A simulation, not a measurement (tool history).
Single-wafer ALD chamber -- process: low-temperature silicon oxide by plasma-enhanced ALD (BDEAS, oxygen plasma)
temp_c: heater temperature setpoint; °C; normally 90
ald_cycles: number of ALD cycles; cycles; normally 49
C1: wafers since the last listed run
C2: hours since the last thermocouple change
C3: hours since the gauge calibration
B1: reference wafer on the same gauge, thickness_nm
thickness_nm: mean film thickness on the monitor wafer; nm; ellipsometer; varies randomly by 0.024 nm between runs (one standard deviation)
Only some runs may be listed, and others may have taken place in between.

{"run": 1, "hour": 0.0, "temp_c": 90, "ald_cycles": 49, "C1": 0, "C2": 873.1, "C3": 959.1, "B1": 7.676, "thickness_nm": 6.525}
{"run": 2, "hour": 142.6, "temp_c": 90, "ald_cycles": 49, "C1": 586, "C2": 1015.7, "C3": 1101.7, "B1": 7.684, "thickness_nm": 6.546}
{"run": 3, "hour": 203.2, "temp_c": 90, "ald_cycles": 49, "C1": 249, "C2": 1076.3, "C3": 1162.3, "B1": 7.674, "thickness_nm": 6.535}
{"run": 4, "hour": 257.9, "temp_c": 101, "ald_cycles": 43, "C1": 225, "C2": 1131, "C3": 1217, "B1": 7.686, "thickness_nm": 5.528}
{"run": 5, "hour": 305.3, "temp_c": 101, "ald_cycles": 43, "C1": 195, "C2": 1178.4, "C3": 1264.4, "B1": 7.678, "thickness_nm": 5.556}
{"run": 6, "hour": 440.3, "temp_c": 90, "ald_cycles": 49, "C1": 555, "C2": 1313.4, "C3": 1399.4, "B1": 7.681, "thickness_nm": 6.51}
{"run": 7, "hour": 479.3, "temp_c": 95, "ald_cycles": 49, "C1": 160, "C2": 1352.4, "C3": 1438.4, "B1": 7.669, "thickness_nm": 6.381}
{"run": 8, "hour": 550.7, "temp_c": 95, "ald_cycles": 49, "C1": 293, "C2": 1423.8, "C3": 1509.8, "B1": 7.675, "thickness_nm": 6.377}
{"run": 9, "hour": 606.3, "temp_c": 95, "ald_cycles": 49, "C1": 228, "C2": 1479.4, "C3": 1565.4, "B1": 7.682, "thickness_nm": 6.418}
{"run": 10, "hour": 632.4, "temp_c": 90, "ald_cycles": 49, "C1": 107, "C2": 1505.5, "C3": 1591.5, "B1": 7.677, "thickness_nm": 6.528}
{"run": 11, "hour": 669.7, "temp_c": 90, "ald_cycles": 49, "C1": 153, "C2": 1542.8, "C3": 1628.8, "B1": 7.679, "thickness_nm": 6.521}
{"hour": 692.8, "done": "gauge calibrated"}
{"run": 12, "hour": 697.6, "temp_c": 90, "ald_cycles": 49, "C1": 114, "C2": 1570.7, "C3": 4.8, "B1": 7.675, "thickness_nm": 6.488}
{"run": 13, "hour": 755.5, "temp_c": 90, "ald_cycles": 49, "C1": 238, "C2": 1628.6, "C3": 62.7, "B1": 7.674, "thickness_nm": 6.523}
{"run": 14, "hour": 809.7, "temp_c": 90, "ald_cycles": 49, "C1": 223, "C2": 1682.8, "C3": 116.9, "B1": 7.692, "thickness_nm": 6.51}
{"run": 15, "hour": 862.1, "temp_c": 90, "ald_cycles": 49, "C1": 215, "C2": 1735.2, "C3": 169.3, "B1": 7.684, "thickness_nm": 6.492}
{"run": 16, "hour": 893.1, "temp_c": 90, "ald_cycles": 49, "C1": 127, "C2": 1766.2, "C3": 200.3, "B1": 7.684, "thickness_nm": 6.508}
{"run": 17, "hour": 934.6, "temp_c": 90, "ald_cycles": 49, "C1": 170, "C2": 1807.7, "C3": 241.8, "B1": 7.679, "thickness_nm": 6.491}
{"run": 18, "hour": 1002.0, "temp_c": 90, "ald_cycles": 49, "C1": 277, "C2": 1875.1, "C3": 309.2, "B1": 7.675, "thickness_nm": 6.482}
{"run": 19, "hour": 1067.4, "temp_c": 90, "ald_cycles": 49, "C1": 269, "C2": 1940.5, "C3": 374.6, "B1": 7.677, "thickness_nm": 6.515}
{"run": 20, "hour": 1130.4, "temp_c": 101, "ald_cycles": 56, "C1": 259, "C2": 2003.5, "C3": 437.6, "B1": 7.677, "thickness_nm": 7.219}
{"run": 21, "hour": 1160.4, "temp_c": 90, "ald_cycles": 43, "C1": 123, "C2": 2033.5, "C3": 467.6, "B1": 7.671, "thickness_nm": 5.697}
{"run": 22, "hour": 1305.3, "temp_c": 90, "ald_cycles": 49, "C1": 596, "C2": 2178.4, "C3": 612.5, "B1": 7.672, "thickness_nm": 6.412}
{"run": 23, "hour": 1365.6, "temp_c": 77, "ald_cycles": 49, "C1": 248, "C2": 2238.7, "C3": 672.8, "B1": 7.679, "thickness_nm": 6.773}
{"run": 24, "hour": 1425.2, "temp_c": 77, "ald_cycles": 43, "C1": 245, "C2": 2298.3, "C3": 732.4, "B1": 7.687, "thickness_nm": 5.86}
{"hour": 1470.8, "done": "thermocouple changed; heater temperature recalibrated"}
{"run": 25, "hour": 1487.1, "temp_c": 98, "ald_cycles": 54, "C1": 221, "C2": 16.3, "C3": 794.3, "B1": 7.691, "thickness_nm": 7.129}
{"run": 26, "hour": 1547.0, "temp_c": 105, "ald_cycles": 44, "C1": 246, "C2": 76.2, "C3": 854.2, "B1": 7.683, "thickness_nm": 5.653}
{"run": 27, "hour": 1595.7, "temp_c": 76, "ald_cycles": 44, "C1": 200, "C2": 124.9, "C3": 902.9, "B1": 7.679, "thickness_nm": 6.212}
{"run": 28, "hour": 1650.3, "temp_c": 84, "ald_cycles": 55, "C1": 224, "C2": 179.5, "C3": 957.5, "B1": 7.679, "thickness_nm": 7.525}
{"run": 29, "hour": 1694.0, "temp_c": 90, "ald_cycles": 49, "C1": 179, "C2": 223.2, "C3": 1001.2, "B1": 7.686, "thickness_nm": 6.612}
{"run": 30, "hour": 1737.8, "temp_c": 98, "ald_cycles": 59, "C1": 180, "C2": 267, "C3": 1045, "B1": 7.68, "thickness_nm": 7.764}
{"run": 31, "hour": 1770.2, "temp_c": 90, "ald_cycles": 49, "C1": 133, "C2": 299.4, "C3": 1077.4, "B1": 7.685, "thickness_nm": 6.562}
{"run": 32, "hour": 1810.0, "temp_c": 95, "ald_cycles": 58, "C1": 163, "C2": 339.2, "C3": 1117.2, "B1": 7.685, "thickness_nm": 7.673}
{"run": 33, "hour": 1845.0, "temp_c": 86, "ald_cycles": 45, "C1": 144, "C2": 374.2, "C3": 1152.2, "B1": 7.687, "thickness_nm": 6.144}
{"run": 34, "hour": 1928.5, "temp_c": 90, "ald_cycles": 49, "C1": 343, "C2": 457.7, "C3": 1235.7, "B1": 7.691, "thickness_nm": 6.635}
{"run": 35, "hour": 1989.4, "temp_c": 90, "ald_cycles": 46, "C1": 250, "C2": 518.6, "C3": 1296.6, "B1": 7.684, "thickness_nm": 6.206}
{"run": 36, "hour": 2030.4, "temp_c": 86, "ald_cycles": 54, "C1": 168, "C2": 559.6, "C3": 1337.6, "B1": 7.679, "thickness_nm": 7.37}
{"run": 37, "hour": 2071.6, "temp_c": 90, "ald_cycles": 49, "C1": 169, "C2": 600.8, "C3": 1378.8, "B1": 7.677, "thickness_nm": 6.601}
{"run": 38, "hour": 2121.3, "temp_c": 94, "ald_cycles": 45, "C1": 204, "C2": 650.5, "C3": 1428.5, "B1": 7.684, "thickness_nm": 5.919}
{"run": 39, "hour": 2150.5, "temp_c": 90, "ald_cycles": 49, "C1": 120, "C2": 679.7, "C3": 1457.7, "B1": 7.669, "thickness_nm": 6.642}

Difference, measured minus no-hidden-state, one row per run. Run-to-run variation is common to both terms; the gauge's own scatter need not be:
Hidden state present: wafer temperature above the value expected at the setpoint (K); gauge reads high (%).
run=1 thickness_nm=-0.017
run=2 thickness_nm=-0.024
run=3 thickness_nm=-0.026
run=4 thickness_nm=-0.012
run=5 thickness_nm=-0.014
run=6 thickness_nm=-0.04
run=7 thickness_nm=-0.042
run=8 thickness_nm=-0.047
run=9 thickness_nm=-0.052
run=10 thickness_nm=-0.054
run=11 thickness_nm=-0.055
run=12 thickness_nm=-0.057
run=13 thickness_nm=-0.062
run=14 thickness_nm=-0.067
run=15 thickness_nm=-0.07
run=16 thickness_nm=-0.073
run=17 thickness_nm=-0.077
run=18 thickness_nm=-0.083
run=19 thickness_nm=-0.089
run=20 thickness_nm=-0.054
run=21 thickness_nm=-0.085
run=22 thickness_nm=-0.111
run=23 thickness_nm=-0.118
run=24 thickness_nm=-0.108
run=25 thickness_nm=+0.029
run=26 thickness_nm=+0.012
run=27 thickness_nm=+0.023
run=28 thickness_nm=+0.028
run=29 thickness_nm=+0.025
run=30 thickness_nm=+0.03
run=31 thickness_nm=+0.023
run=32 thickness_nm=+0.028
run=33 thickness_nm=+0.021
run=34 thickness_nm=+0.021
run=35 thickness_nm=+0.018
run=36 thickness_nm=+0.02
run=37 thickness_nm=+0.017
run=38 thickness_nm=+0.015
run=39 thickness_nm=+0.015

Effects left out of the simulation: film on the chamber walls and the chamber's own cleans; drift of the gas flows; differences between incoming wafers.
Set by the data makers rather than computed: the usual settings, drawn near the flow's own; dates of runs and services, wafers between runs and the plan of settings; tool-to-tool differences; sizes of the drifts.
